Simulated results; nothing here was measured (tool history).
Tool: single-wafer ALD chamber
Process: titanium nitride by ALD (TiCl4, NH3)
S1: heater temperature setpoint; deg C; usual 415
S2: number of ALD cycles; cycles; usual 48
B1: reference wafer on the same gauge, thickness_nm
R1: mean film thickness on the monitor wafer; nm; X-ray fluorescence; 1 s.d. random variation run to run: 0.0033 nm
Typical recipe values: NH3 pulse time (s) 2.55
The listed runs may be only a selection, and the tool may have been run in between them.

Run 1, hour 0: usual settings; B1 0.94. Result: R1 1.062 nm.
Run 2, hour 40.2: usual settings but NH3 pulse time (s) 2.86; B1 0.94. Result: R1 1.059 nm.
Run 3, hour 80.2: usual settings; B1 0.94. Result: R1 1.057 nm.
Run 4, hour 142.5: usual settings; B1 0.94. Result: R1 1.059 nm.
Run 5, hour 177.9: usual settings but NH3 pulse time (s) 2.78; B1 0.94. Result: R1 1.059 nm.
Run 6, hour 207.5: usual settings but NH3 pulse time (s) 2.78; B1 0.94. Result: R1 1.066 nm.
Run 7, hour 267.1: usual settings but NH3 pulse time (s) 2.78; B1 0.94. Result: R1 1.058 nm.
Run 8, hour 299.4: usual settings but S1 418 deg C, S2 52 cycles; B1 0.94. Result: R1 1.142 nm.
Run 9, hour 335.7: usual settings but S1 418 deg C, S2 52 cycles; B1 0.939. Result: R1 1.145 nm.
Run 10, hour 369.2: usual settings but S1 418 deg C, S2 52 cycles; B1 0.94. Result: R1 1.144 nm.
Run 11, hour 418.8: usual settings; B1 0.94. Result: R1 1.057 nm.
Run 12, hour 489.5: usual settings; B1 0.941. Result: R1 1.056 nm.
Run 13, hour 526.9: usual settings; B1 0.94. Result: R1 1.063 nm.
Run 14, hour 645: usual settings but S2 53 cycles, NH3 pulse time (s) 3.13; B1 0.94. Result: R1 1.168 nm.
Run 15, hour 711.9: usual settings but S2 53 cycles, NH3 pulse time (s) 3.13; B1 0.941. Result: R1 1.172 nm.
Run 16, hour 760.3: usual settings but S1 418 deg C, S2 52 cycles; B1 0.94. Result: R1 1.148 nm.
Run 17, hour 915.7: usual settings but S1 404 deg C, S2 54 cycles, NH3 pulse time (s) 1.6; B1 0.941. Result: R1 1.165 nm.
Run 18, hour 978.4: usual settings but S1 402 deg C, S2 54 cycles, NH3 pulse time (s) 1.72; B1 0.94. Result: R1 1.167 nm.
Run 19, hour 1027.2: usual settings but NH3 pulse time (s) 1.99; B1 0.941. Result: R1 1.053 nm.
Run 20, hour 1072.5: usual settings; B1 0.94. Result: R1 1.06 nm.
Run 21, hour 1196.4: usual settings but NH3 pulse time (s) 1.88; B1 0.94. Result: R1 1.051 nm.
Run 22, hour 1244.7: usual settings but S1 411 deg C, NH3 pulse time (s) 1.58; B1 0.94. Result: R1 1.035 nm.
Run 23, hour 1301.3: usual settings; B1 0.94. Result: R1 1.056 nm.
Run 24, hour 1453.3: usual settings but S1 426 deg C; B1 0.94. Result: R1 1.065 nm.
Run 25, hour 1520: usual settings but S1 424 deg C, S2 52 cycles, NH3 pulse time (s) 2.2; B1 0.94. Result: R1 1.145 nm.
Run 26, hour 1563.4: usual settings but S2 45 cycles, NH3 pulse time (s) 2.96; B1 0.941. Result: R1 0.998 nm.
Run 27, hour 1621.6: usual settings but S2 45 cycles; B1 0.94. Result: R1 0.992 nm.
Run 28, hour 1663.3: usual settings but S1 403 deg C, S2 42 cycles, NH3 pulse time (s) 2.08; B1 0.94. Result: R1 0.915 nm.
Run 29, hour 1713.5: usual settings; B1 0.94. Result: R1 1.059 nm.
Run 30, hour 1763.6: usual settings; B1 0.94. Result: R1 1.066 nm.

Not shown here: 3 entries made in the log between runs. Locate each between two listed runs and compare the hidden state at the listed run before it with the hidden state at the listed run after it:
Logged between run 16 and run 17: thermocouple changed; heater temperature recalibrated (hour 866)
  the hidden state is the same at both runs
Logged between run 21 and run 22: showerhead replaced (hour 1206.1)
  the hidden state is the same at both runs
Logged between run 22 and run 23: gauge calibrated (hour 1281.9)
  the hidden state is the same at both runs
